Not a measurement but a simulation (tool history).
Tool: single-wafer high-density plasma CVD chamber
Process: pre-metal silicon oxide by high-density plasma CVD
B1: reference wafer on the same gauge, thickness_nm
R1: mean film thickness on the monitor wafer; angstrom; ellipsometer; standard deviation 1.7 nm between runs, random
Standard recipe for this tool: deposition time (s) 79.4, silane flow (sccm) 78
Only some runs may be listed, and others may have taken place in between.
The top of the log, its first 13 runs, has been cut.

Run 14, day 15.342: usual settings; B1 778.920. Result: R1 6330.18 angstrom.
Run 15, day 17.642: usual settings but silane flow (sccm) 68; B1 778.573. Result: R1 5579.69 angstrom.
Run 16, day 18.629: usual settings but deposition time (s) 86.6; B1 778.736. Result: R1 6922.39 angstrom.
Run 17, day 19.229: usual settings but silane flow (sccm) 69; B1 778.583. Result: R1 5622.17 angstrom.
Run 18, day 20.600: usual settings but deposition time (s) 84.8; B1 779.084. Result: R1 6757.04 angstrom.
Run 19, day 21.858: usual settings; B1 778.929. Result: R1 6329.38 angstrom.
Run 20, day 22.362: usual settings; B1 778.637. Result: R1 6299.60 angstrom.
Run 21, day 23.475: usual settings; B1 778.568. Result: R1 6294.70 angstrom.
At day 24.608: silane flow controller replaced.
Run 22, day 24.950: usual settings; B1 779.314. Result: R1 6089.99 angstrom.
Run 23, day 26.150: usual settings but silane flow (sccm) 83; B1 778.678. Result: R1 6495.70 angstrom.
Run 24, day 26.796: usual settings but deposition time (s) 75.1, silane flow (sccm) 90; B1 779.355. Result: R1 6662.73 angstrom.

Forecast run 25:
Run 25, day 27.408: usual settings but deposition time (s) 69.7; B1 ?. Result: R1 ?.

{"run 25": {"B1": 779.133, "R1": 5391.14}}
The same run, on a tool lacking any hidden state, would have yielded R1 5824.66 angstrom.

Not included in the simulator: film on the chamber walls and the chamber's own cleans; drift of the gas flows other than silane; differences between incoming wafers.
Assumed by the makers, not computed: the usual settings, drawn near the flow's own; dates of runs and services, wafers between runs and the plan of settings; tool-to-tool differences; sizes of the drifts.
